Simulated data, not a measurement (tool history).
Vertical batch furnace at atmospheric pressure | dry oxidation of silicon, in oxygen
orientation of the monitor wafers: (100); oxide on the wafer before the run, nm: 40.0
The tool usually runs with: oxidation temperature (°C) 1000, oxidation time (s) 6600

run    hour  oxidation temperature (°C)  oxidation time (s)  wafers since the last listed run  hours since the last temperature calibration  hours since the boat lift was adjusted  hours since the gauge calibration  read-back reference wafer on the same gauge, thickness  oxide thickness on the monitor wafer (nm)
  1       0                        1000                6600                                 0                                          2564                                  2210.6                             1476.1                                                   75.85                                      92.16
  2    69.9                        1000                6600                              1004                                        2633.9                                  2280.5                               1546                                                   75.95                                      92.29
  3   123.5                        1000                6600                               770                                        2687.5                                  2334.1                             1599.6                                                   75.85                                      92.58
  4   154.8                        1000                4380                               449                                        2718.8                                  2365.4                             1630.9                                                   75.97                                       76.4
  5   204.2                        1000                4380                               709                                        2768.2                                  2414.8                             1680.3                                                   75.98                                      76.21
  6   233.1                        1000                4380                               415                                        2797.1                                  2443.7                             1709.2                                                   75.93                                      76.26
  7   295.9                         989                4470                               902                                        2859.9                                  2506.5                               1772                                                   75.87                                      72.65
  8   347.3                        1000                6600                               738                                        2911.3                                  2557.9                             1823.4                                                   75.86                                      92.48
  9   396.6                        1000                6600                               708                                        2960.6                                  2607.2                             1872.7                                                   75.99                                      92.88
 10   445.9                        1000                6600                               708                                        3009.9                                  2656.5                               1922                                                   75.96                                      92.49
 11   480.2                        1000                4890                               492                                        3044.2                                  2690.8                             1956.3                                                   75.86                                      80.07
 12   537.4                        1000                6600                               821                                        3101.4                                    2748                             2013.5                                                   75.98                                      92.72
 13   602.6                        1000                6600                               936                                        3166.6                                  2813.2                             2078.7                                                    75.9                                       92.5
      662.6  -- boat lift adjusted
 14   663.1                        1000                6600                               524                                        3227.1                                     0.5                             2139.2                                                   75.91                                       92.7
      680.8  -- gauge calibrated
 15   719.1                        1000                8400                               804                                        3283.1                                    56.5                               38.3                                                   75.89                                     104.85
 16     745                        1000                8400                               372                                          3309                                    82.4                               64.2                                                   75.85                                     104.94
 17     800                        1000                6600                               790                                          3364                                   137.4                              119.2                                                   75.93                                       92.8
 18   871.8                        1020                7440                              1031                                        3435.8                                   209.2                                191                                                   75.89                                        113
 19   919.6                         975                5670                               686                                        3483.6                                     257                              238.8                                                   75.85                                      74.75
 20   970.8                         983                4740                               735                                        3534.8                                   308.2                                290                                                   75.88                                      72.43
 21  1033.4                        1000                6600                               899                                        3597.4                                   370.8                              352.6                                                    75.9                                      92.75
 22  1100.8                         980                6600                               968                                        3664.8                                   438.2                                420                                                   75.82                                      82.13
 23  1141.9                         993                6600                               590                                        3705.9                                   479.3                              461.1                                                   75.92                                      89.07
 24  1213.1                        1000                6600                              1023                                        3777.1                                   550.5                              532.3                                                   75.88                                      92.75
 25  1261.6                         992                6600                               696                                        3825.6                                     599                              580.8                                                    75.9                                      87.83
 26  1328.8                         993                9360                               965                                        3892.8                                   666.2                                648                                                   75.94                                     106.02
 27  1375.6                         993                7950                               672                                        3939.6                                     713                              694.8                                                   75.88                                      97.24
 28  1409.8                        1000                6600                               491                                        3973.8                                   747.2                                729                                                   75.91                                      92.75
 29  1440.3                         986                7710                               438                                        4004.3                                   777.7                              759.5                                                    75.9                                      91.97
       1521  -- thermocouples replaced and temperature profile calibrated
 30  1521.5                        1000                6600                               821                                           0.5                                   858.9                              840.7                                                   75.95                                      90.37
 31  1532.8                         978                8250                               162                                          11.8                                   870.2                                852                                                   75.92                                       89.2
 32  1571.8                        1000                6600                               560                                          50.8                                   909.2                                891                                                   75.96                                      90.37
 33  1604.3                        1000                6600                               467                                          83.3                                   941.7                              923.5                                                   75.96                                      90.08
 34  1668.1                        1000                6600                               916                                         147.1                                  1005.5                              987.3                                                   75.93                                      90.22
 35  1717.3                        1000                6600                               707                                         196.3                                  1054.7                             1036.5                                                   75.89                                      90.28
 36    1786                         993                8850                               987                                           265                                  1123.4                             1105.2                                                   75.84                                     100.51
 37  1941.5                         979                3510                              2234                                         420.5                                  1278.9                             1260.7                                                   75.93                                      62.11
 38  1967.9                        1015                8970                               379                                         446.9                                  1305.3                             1287.1                                                   75.83                                     117.84
 39  2032.7                        1000                6600                               931                                         511.7                                  1370.1                             1351.9                                                   75.94                                      91.47

Run by run, hidden condition taken away, random variation retained:
The tool's hidden condition here consists of: true tube temperature minus thermocouple reading, K; monitor wafer colder than the profiled boat position, K; gauge reads high (%).
run  oxide thickness on the monitor wafer (nm)
  1                                      89.31
  2                                      89.42
  3                                      89.69
  4                                      74.29
  5                                      74.09
  6                                      74.13
  7                                      70.81
  8                                      89.54
  9                                      89.91
 10                                      89.52
 11                                      77.71
 12                                      89.73
 13                                      89.51
 14                                      89.69
 15                                     101.26
 16                                     101.34
 17                                      89.76
 18                                     109.11
 19                                      73.03
 20                                      70.66
 21                                      89.69
 22                                      79.97
 23                                      86.24
 24                                      89.66
 25                                      85.05
 26                                     102.36
 27                                      93.98
 28                                      89.64
 29                                      89.15
 30                                      90.06
 31                                      88.93
 32                                      89.94
 33                                      89.57
 34                                      89.57
 35                                      89.52
 36                                       99.5
 37                                      61.63
 38                                     116.08
 39                                      90.11

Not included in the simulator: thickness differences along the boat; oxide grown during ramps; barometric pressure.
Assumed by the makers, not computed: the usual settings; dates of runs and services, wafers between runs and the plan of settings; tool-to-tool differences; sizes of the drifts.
